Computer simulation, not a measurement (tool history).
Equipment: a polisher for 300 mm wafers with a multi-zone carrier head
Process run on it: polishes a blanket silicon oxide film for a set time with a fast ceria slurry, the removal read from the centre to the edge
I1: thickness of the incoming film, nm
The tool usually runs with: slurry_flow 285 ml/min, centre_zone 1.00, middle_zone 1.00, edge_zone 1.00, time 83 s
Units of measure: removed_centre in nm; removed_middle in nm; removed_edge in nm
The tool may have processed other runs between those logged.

Run 1, hour 0.0: usual settings; I1 1857.9. Result: removed_centre 663.4 nm, removed_middle 593.3 nm, removed_edge 597.5 nm.
At hour 36.6: worn pad replaced by a new one.
Run 2, hour 96.5: usual settings; I1 1868.1. Result: removed_centre 665.0 nm, removed_middle 594.7 nm, removed_edge 593.9 nm.
At hour 99.3: centre zone pressure recalibrated.
Run 3, hour 152.7: usual settings; I1 1885.9. Result: removed_centre 591.8 nm, removed_middle 595.9 nm, removed_edge 598.0 nm.
Run 4, hour 251.4: usual settings; I1 1854.6. Result: removed_centre 630.6 nm, removed_middle 598.1 nm, removed_edge 606.2 nm.
At hour 260.6: slurry nozzle cleaned.
At hour 278.3: worn pad replaced by a new one.
Run 5, hour 334.9: usual settings; I1 1867.6. Result: removed_centre 649.6 nm, removed_middle 591.2 nm, removed_edge 601.1 nm.
Run 6, hour 372.2: usual settings but edge_zone 1.03; I1 1876.6. Result: removed_centre 670.8 nm, removed_middle 590.6 nm, removed_edge 602.2 nm.
At hour 430.7: edge zone pressure recalibrated.
At hour 457.5: carrier head's membrane replaced by a new one.
At hour 467.5: worn pad replaced by a new one.
Run 7, hour 479.4: usual settings but edge_zone 1.03; I1 1851.5. Result: removed_centre 660.8 nm, removed_middle 597.9 nm, removed_edge 608.5 nm.
At hour 515.3: centre zone pressure recalibrated.
Run 8, hour 580.4: usual settings but edge_zone 1.03; I1 1862.3. Result: removed_centre 609.4 nm, removed_middle 602.4 nm, removed_edge 614.1 nm.
Run 9, hour 619.3: usual settings; I1 1850.5. Result: removed_centre 625.4 nm, removed_middle 593.0 nm, removed_edge 606.9 nm.
Run 10, hour 672.8: usual settings; I1 1868.7. Result: removed_centre 620.9 nm, removed_middle 604.2 nm, removed_edge 589.4 nm.
At hour 685.7: worn pad replaced by a new one.
At hour 704.9: slurry nozzle cleaned.
Run 11, hour 716.3: usual settings but middle_zone 1.05; I1 1862.5. Result: removed_centre 635.3 nm, removed_middle 620.8 nm, removed_edge 598.8 nm.
Run 12, hour 804.9: usual settings but slurry_flow 215 ml/min, middle_zone 0.91, time 69 s; I1 1832.0. Result: removed_centre 526.3 nm, removed_middle 445.9 nm, removed_edge 490.5 nm.
Run 13, hour 871.5: usual settings but centre_zone 1.04, middle_zone 1.12, edge_zone 0.89, time 61 s; I1 1873.8. Result: removed_centre 499.7 nm, removed_middle 484.9 nm, removed_edge 423.7 nm.
At hour 886.3: centre zone pressure recalibrated.
At hour 902.5: worn pad replaced by a new one.
Run 14, hour 967.3: usual settings but slurry_flow 230 ml/min; I1 1838.7. Result: removed_centre 579.0 nm, removed_middle 593.7 nm, removed_edge 584.5 nm.
Run 15, hour 1031.5: usual settings but middle_zone 1.10, edge_zone 0.93, time 66 s; I1 1845.8. Result: removed_centre 494.5 nm, removed_middle 515.6 nm, removed_edge 464.7 nm.
At hour 1036.0: slurry nozzle cleaned.
At hour 1092.3: worn pad replaced by a new one.
Run 16, hour 1094.9: usual settings; I1 1852.1. Result: removed_centre 628.4 nm, removed_middle 596.8 nm, removed_edge 604.7 nm.

Below, some changes in removed_centre between adjacent runs. For each, the amount present without the hidden state too (settings, incoming material, random variation) and the amount remaining for the hidden state with gauge scatter not shared by both compared results:
What the log doesn't record here: removal rate lost through wear of the pad, %; slurry flow missing at the pad, %; deviation of the centre zone's pressure from its setpoint, %; deviation of the edge zone's pressure from its setpoint, %.
Run 2 -> 3: centre zone pressure recalibrated. removed_centre -73.2 nm: hidden state -54.7, all else -18.5.
Run 15 -> 16: middle_zone 1.10 -> 1.00, edge_zone 0.93 -> 1.00, time 66 -> 83, slurry nozzle cleaned, worn pad replaced by a new one. removed_centre +133.9 nm: hidden state +17.1, all else +116.8.
